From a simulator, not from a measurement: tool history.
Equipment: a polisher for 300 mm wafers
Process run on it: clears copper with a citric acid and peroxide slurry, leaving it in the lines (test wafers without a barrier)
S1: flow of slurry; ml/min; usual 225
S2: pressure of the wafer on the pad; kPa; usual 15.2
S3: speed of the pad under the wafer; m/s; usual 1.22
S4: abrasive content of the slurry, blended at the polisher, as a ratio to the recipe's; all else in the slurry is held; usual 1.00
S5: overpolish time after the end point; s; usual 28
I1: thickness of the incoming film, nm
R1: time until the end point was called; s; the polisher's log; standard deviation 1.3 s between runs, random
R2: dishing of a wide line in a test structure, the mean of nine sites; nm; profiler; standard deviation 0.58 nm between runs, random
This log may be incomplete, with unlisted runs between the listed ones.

run,day,S1,S2,S3,S4,S5,I1,R1,R2
1,0.000,225,15.2,1.22,0.90,28,202.1,94.6,35.1
2,0.617,225,15.2,1.22,0.90,28,196.8,91.5,34.0
3,1.558,225,15.2,1.48,1.00,28,198.3,75.9,38.8
4,2.129,225,15.2,1.22,1.00,28,200.5,92.2,35.4
# day 2.521: slurry blender recalibrated
5,2.817,225,15.2,1.22,1.00,28,198.8,86.4,36.3
# day 3.483: worn pad replaced by a new one
6,3.854,225,15.2,1.22,1.00,28,202.3,93.3,34.8
7,4.396,225,15.2,0.98,1.00,28,201.7,109.9,30.8
8,7.108,225,15.2,0.98,1.00,28,199.1,109.6,31.7
9,8.500,225,15.2,1.22,1.05,28,198.8,89.8,34.9
# day 8.762: slurry blender recalibrated
10,9.779,225,15.2,1.22,1.05,28,201.2,97.4,32.7
# day 10.333: slurry nozzle cleaned
# day 10.521: worn pad replaced by a new one
11,10.908,225,15.2,1.22,1.00,28,199.2,98.3,33.3
12,14.171,225,15.2,1.22,1.00,28,198.4,99.5,31.6
13,15.442,250,19.3,1.06,1.00,19,201.2,90.2,27.6
# day 15.692: slurry blender recalibrated, repeated, since the last time left the tool worse
# day 15.946: worn pad replaced by a new one
14,16.792,225,15.2,1.22,1.00,28,197.1,87.7,35.5
15,18.179,225,19.3,1.08,1.00,23,197.6,77.4,34.4

The next listed run, before its measurement:
# day 18.892: head pressure recalibrated
16,19.383,225,15.2,1.22,1.05,28,202.9,?,?

R1: 90.1 s
R2: 35.0 nm
Were there no unlogged condition in the tool, this run, its random variation unchanged, would have produced R1 86.4 s, R2 35.9 nm.
